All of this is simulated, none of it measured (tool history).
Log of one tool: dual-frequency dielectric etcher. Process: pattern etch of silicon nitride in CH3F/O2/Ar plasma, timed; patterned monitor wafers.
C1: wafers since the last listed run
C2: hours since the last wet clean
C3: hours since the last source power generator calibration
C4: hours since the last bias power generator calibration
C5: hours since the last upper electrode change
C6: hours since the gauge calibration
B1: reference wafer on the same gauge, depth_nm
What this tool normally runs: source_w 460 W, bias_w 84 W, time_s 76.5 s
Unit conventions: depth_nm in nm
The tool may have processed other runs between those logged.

{"run": 1, "hour": 0.0, "source_w": 530, "bias_w": 84, "time_s": 76.5, "C1": 0, "C2": 185.0, "C3": 1630.5, "C4": 3472.6, "C5": 2224.0, "C6": 23.1, "B1": 51.5, "depth_nm": 58.0}
{"run": 2, "hour": 16.4, "source_w": 530, "bias_w": 84, "time_s": 76.5, "C1": 183, "C2": 201.4, "C3": 1646.9, "C4": 3489.0, "C5": 2240.4, "C6": 39.5, "B1": 51.5, "depth_nm": 57.3}
{"run": 3, "hour": 30.9, "source_w": 530, "bias_w": 84, "time_s": 76.5, "C1": 162, "C2": 215.9, "C3": 1661.4, "C4": 3503.5, "C5": 2254.9, "C6": 54.0, "B1": 51.5, "depth_nm": 57.6}
{"run": 4, "hour": 58.0, "source_w": 460, "bias_w": 84, "time_s": 76.5, "C1": 302, "C2": 243.0, "C3": 1688.5, "C4": 3530.6, "C5": 2282.0, "C6": 81.1, "B1": 51.5, "depth_nm": 54.3}
{"run": 5, "hour": 77.8, "source_w": 460, "bias_w": 84, "time_s": 76.5, "C1": 221, "C2": 262.8, "C3": 1708.3, "C4": 3550.4, "C5": 2301.8, "C6": 100.9, "B1": 51.5, "depth_nm": 53.5}
{"run": 6, "hour": 105.1, "source_w": 460, "bias_w": 84, "time_s": 76.5, "C1": 305, "C2": 290.1, "C3": 1735.6, "C4": 3577.7, "C5": 2329.1, "C6": 128.2, "B1": 51.5, "depth_nm": 54.0}
{"hour": 111.6, "done": "source power generator calibrated"}
{"run": 7, "hour": 135.9, "source_w": 460, "bias_w": 84, "time_s": 76.5, "C1": 299, "C2": 320.9, "C3": 24.3, "C4": 3608.5, "C5": 2359.9, "C6": 159.0, "B1": 51.4, "depth_nm": 53.2}
{"hour": 169.2, "done": "bias power generator calibrated"}
{"hour": 174.8, "done": "wet clean of the chamber"}
{"hour": 190.7, "done": "upper electrode replaced"}
{"run": 8, "hour": 191.2, "source_w": 460, "bias_w": 95, "time_s": 70.5, "C1": 334, "C2": 16.4, "C3": 79.6, "C4": 22.0, "C5": 0.5, "C6": 214.3, "B1": 51.5, "depth_nm": 54.3}
{"run": 9, "hour": 191.5, "source_w": 380, "bias_w": 84, "time_s": 84.5, "C1": 3, "C2": 16.7, "C3": 79.9, "C4": 22.3, "C5": 0.8, "C6": 214.6, "B1": 51.4, "depth_nm": 56.0}
{"run": 10, "hour": 214.9, "source_w": 380, "bias_w": 103, "time_s": 93.0, "C1": 261, "C2": 40.1, "C3": 103.3, "C4": 45.7, "C5": 24.2, "C6": 238.0, "B1": 51.5, "depth_nm": 68.0}
{"hour": 227.2, "done": "gauge calibrated"}
{"run": 11, "hour": 237.6, "source_w": 460, "bias_w": 91, "time_s": 64.0, "C1": 253, "C2": 62.8, "C3": 126.0, "C4": 68.4, "C5": 46.9, "C6": 10.4, "B1": 51.5, "depth_nm": 48.1}
{"run": 12, "hour": 256.0, "source_w": 490, "bias_w": 84, "time_s": 76.5, "C1": 205, "C2": 81.2, "C3": 144.4, "C4": 86.8, "C5": 65.3, "C6": 28.8, "B1": 51.5, "depth_nm": 57.7}

Expected results for the next run?
{"run": 13, "hour": 280.9, "source_w": 500, "bias_w": 84, "time_s": 76.5, "C1": 278, "C2": 106.1, "C3": 169.3, "C4": 111.7, "C5": 90.2, "C6": 53.7, "B1": "?", "depth_nm": "?"}

B1: 51.5
depth_nm: 57.0 nm
Had the tool carried no hidden state, the very same run would have given depth_nm 57.5 nm.
